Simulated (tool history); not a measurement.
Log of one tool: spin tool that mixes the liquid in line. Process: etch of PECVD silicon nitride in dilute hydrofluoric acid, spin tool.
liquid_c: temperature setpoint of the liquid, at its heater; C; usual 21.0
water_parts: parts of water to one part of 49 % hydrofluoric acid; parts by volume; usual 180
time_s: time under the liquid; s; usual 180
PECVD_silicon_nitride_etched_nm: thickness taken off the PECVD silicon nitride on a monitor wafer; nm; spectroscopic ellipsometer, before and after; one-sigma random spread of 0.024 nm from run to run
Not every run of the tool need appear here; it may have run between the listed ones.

run   hour  liquid_c  water_parts  time_s  read-back film thickness of the PECVD silicon nitride reference wafer, read on the same gauge (nm)  PECVD_silicon_nitride_etched_nm
  1    0.0      21.0          180     180                                                                                              79.999                            4.150
  2   26.5      21.0          180     180                                                                                              80.015                            4.155
  3   43.8      21.0          245     180                                                                                              79.970                            3.095
  4   69.9      21.0          245     180                                                                                              80.011                            3.065
  5   96.8      21.0          205     180                                                                                              80.016                            3.640
  6  111.8      21.0          205     180                                                                                              79.986                            3.663
  7  129.9      21.0          205     180                                                                                              80.007                            3.616
  8  219.2      21.0          180     210                                                                                              79.996                            4.827
  9  298.1      21.0          180     210                                                                                              80.052                            4.860
     316.6  -- gauge calibrated
 10  318.7      21.0          180     180                                                                                              79.976                            4.131
     330.5  -- thermometer replaced
 11  332.1      21.0          180     180                                                                                              80.000                            4.145
 12  358.4      22.5          180     180                                                                                              79.988                            4.559
 13  398.2      21.0          180     180                                                                                              79.996                            4.164
 14  412.3      22.5          180     180                                                                                              79.975                            4.549
 15  427.6      23.5          235     270                                                                                              80.002                            5.711
 16  445.3      21.0          255     180                                                                                              80.008                            2.949
 17  466.9      21.0          145     180                                                                                              79.998                            5.131
 18  486.5      17.5          135     250                                                                                              80.031                            5.981
 19  498.9      17.0          235      80                                                                                              79.970                            1.093
 20  519.4      21.0          115     225                                                                                              79.983                            8.018
     533.6  -- hydrofluoric acid flow meter replaced
 21  542.4      21.0          180     180                                                                                              79.989                            4.136
 22  564.6      24.5          180     180                                                                                              79.996                            5.219
 23  593.3      21.0          215     275                                                                                              80.007                            5.331
 24  607.5      21.0          205     180                                                                                              80.002                            3.630
 25  637.9      17.0          225     235                                                                                              80.008                            3.341
 26  661.4      21.0          180     180                                                                                              79.999                            4.175
 27  683.7      18.5          180     255                                                                                              79.982                            5.003
 28  709.7      21.0          180     180                                                                                              80.008                            4.095
 29  731.5      23.0           95     275                                                                                              80.046                           13.594
 30  756.8      25.5          140     110                                                                                              80.014                            4.329
 31  789.0      23.0          260     130                                                                                              79.969                            2.380
 32  819.7      18.0          215     215                                                                                              79.986                            3.436

What was the tool's hidden state at every run in the log?
liquid hotter than its thermometer reads (K): 0, the same for each run
hydrofluoric acid flow above the setpoint (%): 0, the same for each run
gauge reads high (%): 0, the same for each run
